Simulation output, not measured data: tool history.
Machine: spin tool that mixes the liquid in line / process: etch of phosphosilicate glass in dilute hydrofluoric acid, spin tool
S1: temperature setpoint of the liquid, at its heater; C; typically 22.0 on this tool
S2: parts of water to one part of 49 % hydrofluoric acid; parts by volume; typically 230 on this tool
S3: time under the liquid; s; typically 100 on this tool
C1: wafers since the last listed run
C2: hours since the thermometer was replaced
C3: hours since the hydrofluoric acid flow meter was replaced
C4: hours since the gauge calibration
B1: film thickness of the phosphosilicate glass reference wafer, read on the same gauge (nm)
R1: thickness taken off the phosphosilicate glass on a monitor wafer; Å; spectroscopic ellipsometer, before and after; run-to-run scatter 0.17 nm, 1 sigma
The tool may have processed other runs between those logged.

run 1 hour=0.0 | S1=22.0 S2=230 S3=100 | C1=0 C2=152.2 C3=1657.2 C4=1886.0 | B1=59.99 | R1=396.9
run 2 hour=185.8 | S1=22.0 S2=230 S3=100 | C1=1824 C2=338.0 C3=1843.0 C4=2071.8 | B1=59.98 | R1=406.8
run 3 hour=216.4 | S1=22.0 S2=230 S3=100 | C1=300 C2=368.6 C3=1873.6 C4=2102.4 | B1=60.00 | R1=402.2
run 4 hour=250.8 | S1=22.0 S2=230 S3=100 | C1=337 C2=403.0 C3=1908.0 C4=2136.8 | B1=60.02 | R1=404.5
run 5 hour=278.6 | S1=22.0 S2=230 S3=100 | C1=273 C2=430.8 C3=1935.8 C4=2164.6 | B1=60.00 | R1=408.1
run 6 hour=330.0 | S1=22.0 S2=230 S3=100 | C1=504 C2=482.2 C3=1987.2 C4=2216.0 | B1=59.99 | R1=407.4
run 7 hour=382.8 | S1=22.0 S2=230 S3=100 | C1=518 C2=535.0 C3=2040.0 C4=2268.8 | B1=60.02 | R1=410.1
run 8 hour=408.3 | S1=22.0 S2=230 S3=125 | C1=250 C2=560.5 C3=2065.5 C4=2294.3 | B1=59.99 | R1=516.9
run 9 hour=465.3 | S1=25.0 S2=230 S3=100 | C1=559 C2=617.5 C3=2122.5 C4=2351.3 | B1=60.00 | R1=457.8
run 10 hour=501.7 | S1=25.0 S2=230 S3=100 | C1=357 C2=653.9 C3=2158.9 C4=2387.7 | B1=60.02 | R1=458.2
run 11 hour=534.8 | S1=22.0 S2=230 S3=100 | C1=325 C2=687.0 C3=2192.0 C4=2420.8 | B1=59.98 | R1=412.7
run 12 hour=605.8 | S1=22.0 S2=230 S3=100 | C1=697 C2=758.0 C3=2263.0 C4=2491.8 | B1=60.02 | R1=417.7
run 13 hour=640.2 | S1=19.0 S2=230 S3=65 | C1=337 C2=792.4 C3=2297.4 C4=2526.2 | B1=60.00 | R1=242.5
-- hour=673.6 hydrofluoric acid flow meter replaced
run 14 hour=705.9 | S1=26.5 S2=140 S3=80 | C1=635 C2=858.1 C3=32.3 C4=2591.9 | B1=59.99 | R1=717.4
-- hour=735.4 thermometer replaced
-- hour=861.4 gauge calibrated
run 15 hour=892.1 | S1=20.5 S2=335 S3=100 | C1=1819 C2=156.7 C3=218.5 C4=30.7 | B1=59.98 | R1=257.1
run 16 hour=1045.1 | S1=26.5 S2=150 S3=140 | C1=1502 C2=309.7 C3=371.5 C4=183.7 | B1=60.01 | R1=1209.9
run 17 hour=1110.5 | S1=22.0 S2=180 S3=100 | C1=642 C2=375.1 C3=436.9 C4=249.1 | B1=60.02 | R1=595.0
run 18 hour=1167.1 | S1=22.0 S2=230 S3=100 | C1=555 C2=431.7 C3=493.5 C4=305.7 | B1=60.01 | R1=443.2
run 19 hour=1237.7 | S1=22.0 S2=130 S3=100 | C1=693 C2=502.3 C3=564.1 C4=376.3 | B1=60.00 | R1=886.4
-- hour=1244.9 thermometer replaced, repeated, since the last time left the tool worse
run 20 hour=1287.3 | S1=19.5 S2=230 S3=100 | C1=477 C2=42.4 C3=613.7 C4=425.9 | B1=60.01 | R1=364.3
run 21 hour=1326.8 | S1=22.0 S2=230 S3=100 | C1=387 C2=81.9 C3=653.2 C4=465.4 | B1=59.99 | R1=399.0
run 22 hour=1384.7 | S1=22.0 S2=230 S3=100 | C1=568 C2=139.8 C3=711.1 C4=523.3 | B1=59.98 | R1=401.9
run 23 hour=1451.3 | S1=25.0 S2=285 S3=65 | C1=654 C2=206.4 C3=777.7 C4=589.9 | B1=59.96 | R1=222.6
run 24 hour=1515.7 | S1=22.0 S2=230 S3=100 | C1=632 C2=270.8 C3=842.1 C4=654.3 | B1=60.01 | R1=402.7
run 25 hour=1585.7 | S1=25.0 S2=340 S3=70 | C1=687 C2=340.8 C3=912.1 C4=724.3 | B1=60.00 | R1=192.5
run 26 hour=1657.2 | S1=20.0 S2=140 S3=120 | C1=702 C2=412.3 C3=983.6 C4=795.8 | B1=60.04 | R1=819.0
run 27 hour=1690.5 | S1=24.0 S2=305 S3=70 | C1=327 C2=445.6 C3=1016.9 C4=829.1 | B1=59.98 | R1=214.9
run 28 hour=1804.6 | S1=22.0 S2=125 S3=100 | C1=1120 C2=559.7 C3=1131.0 C4=943.2 | B1=60.02 | R1=850.4
run 29 hour=1948.6 | S1=23.5 S2=165 S3=100 | C1=1414 C2=703.7 C3=1275.0 C4=1087.2 | B1=60.02 | R1=660.0
run 30 hour=1986.7 | S1=22.0 S2=230 S3=100 | C1=374 C2=741.8 C3=1313.1 C4=1125.3 | B1=60.00 | R1=417.4
-- hour=2017.0 thermometer replaced
run 31 hour=2056.6 | S1=24.0 S2=230 S3=130 | C1=676 C2=39.6 C3=1383.0 C4=1195.2 | B1=59.99 | R1=550.2
run 32 hour=2116.0 | S1=22.0 S2=230 S3=100 | C1=583 C2=99.0 C3=1442.4 C4=1254.6 | B1=60.03 | R1=400.7
run 33 hour=2172.8 | S1=22.0 S2=230 S3=100 | C1=557 C2=155.8 C3=1499.2 C4=1311.4 | B1=59.99 | R1=399.2

Same runs, no hidden state in the tool, same run-to-run variation:
Hidden state present: liquid hotter than its thermometer reads (K); hydrofluoric acid flow below the setpoint (%); gauge reads high (%).
run=1 R1=391.9
run=2 R1=396.8
run=3 R1=391.5
run=4 R1=392.9
run=5 R1=395.6
run=6 R1=393.6
run=7 R1=395.0
run=8 R1=496.9
run=9 R1=439.2
run=10 R1=438.6
run=11 R1=393.6
run=12 R1=396.4
run=13 R1=229.2
run=14 R1=675.9
run=15 R1=234.4
run=16 R1=1087.3
run=17 R1=530.8
run=18 R1=395.4
run=19 R1=781.1
run=20 R1=359.9
run=21 R1=393.3
run=22 R1=394.7
run=23 R1=217.9
run=24 R1=392.2
run=25 R1=187.2
run=26 R1=787.9
run=27 R1=207.4
run=28 R1=810.1
run=29 R1=623.9
run=30 R1=394.2
run=31 R1=547.1
run=32 R1=396.9
run=33 R1=394.0
